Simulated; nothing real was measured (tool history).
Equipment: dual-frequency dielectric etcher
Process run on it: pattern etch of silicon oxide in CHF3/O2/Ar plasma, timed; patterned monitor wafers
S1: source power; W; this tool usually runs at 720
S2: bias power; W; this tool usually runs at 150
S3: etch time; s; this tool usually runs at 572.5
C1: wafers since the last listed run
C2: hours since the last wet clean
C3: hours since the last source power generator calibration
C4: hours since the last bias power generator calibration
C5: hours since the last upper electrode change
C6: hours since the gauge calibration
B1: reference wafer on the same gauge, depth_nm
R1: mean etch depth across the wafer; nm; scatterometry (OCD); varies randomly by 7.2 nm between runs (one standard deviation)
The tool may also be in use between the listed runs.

run    hour   S1   S2     S3   C1     C2      C3      C4      C5      C6      B1      R1
  1     0.0  720  150  572.5    0    7.9  3122.1  2703.9     1.0  1872.8  1179.5  1128.9
  2   145.1  720  150  572.5  363  153.0  3267.2  2849.0   146.1  2017.9  1178.1  1177.7
  3   182.0  720  150  572.5   92  189.9  3304.1  2885.9   183.0  2054.8  1181.7  1164.7
  4   232.3  720  150  572.5  126  240.2  3354.4  2936.2   233.3  2105.1  1180.4  1185.5
      272.8  -- gauge calibrated
      417.5  -- wet clean of the chamber
  5   422.0  890  136  635.5  415    4.5  3544.1  3125.9   423.0   149.2  1180.6  1370.8
      448.7  -- source power generator calibrated
  6   471.0  720  124  572.5  112   53.5    22.3  3174.9   472.0   198.2  1177.6  1109.9
  7   520.0  590  133  572.5  122  102.5    71.3  3223.9   521.0   247.2  1181.8  1020.9
  8   550.9  720  150  572.5   77  133.4   102.2  3254.8   551.9   278.1  1180.2  1173.5
  9   614.6  590  171  572.5  159  197.1   165.9  3318.5   615.6   341.8  1181.2  1113.7
 10   657.2  890  150  572.5  106  239.7   208.5  3361.1   658.2   384.4  1178.4  1304.2
 11   711.5  720  115  452.0  136  294.0   262.8  3415.4   712.5   438.7  1182.8   873.4
 12   742.6  720  150  572.5   77  325.1   293.9  3446.5   743.6   469.8  1179.1  1199.5
 13   796.7  620  185  572.5  135  379.2   348.0  3500.6   797.7   523.9  1178.4  1198.0
      849.6  -- wet clean of the chamber
 14   868.4  800  180  620.0  119   18.8   419.7  3572.3   869.4   595.6  1180.2  1389.3
      901.6  -- bias power generator calibrated
 15   919.4  720  150  572.5  117   69.8   470.7    17.8   920.4   646.6  1179.6  1144.1
 16   961.4  780  170  483.5  105  111.8   512.7    59.8   962.4   688.6  1180.5  1064.0
 17  1002.8  580  150  732.0  103  153.2   554.1   101.2  1003.8   730.0  1180.7  1347.1
 18  1054.7  670  167  702.5  130  205.1   606.0   153.1  1055.7   781.9  1179.5  1429.8
 19  1102.0  880  121  457.5  118  252.4   653.3   200.4  1103.0   829.2  1182.8   963.0
 20  1145.8  720  150  497.5  109  296.2   697.1   244.2  1146.8   873.0  1179.9  1023.0
 21  1193.2  720  179  701.5  118  343.6   744.5   291.6  1194.2   920.4  1177.4  1546.7
 22  1225.1  840  179  437.5   79  375.5   776.4   323.5  1226.1   952.3  1181.2  1034.1

The next listed run, before its measurement:
     1257.9  -- wet clean of the chamber
 23  1292.7  720  162  572.5  109  34.8  844.0  391.1  1293.7  1019.9   ?   ?

B1: 1181.1
R1: 1171.7 nm
If the tool had no hidden condition, the same run with the same run-to-run variation would have returned R1 1167.9 nm.
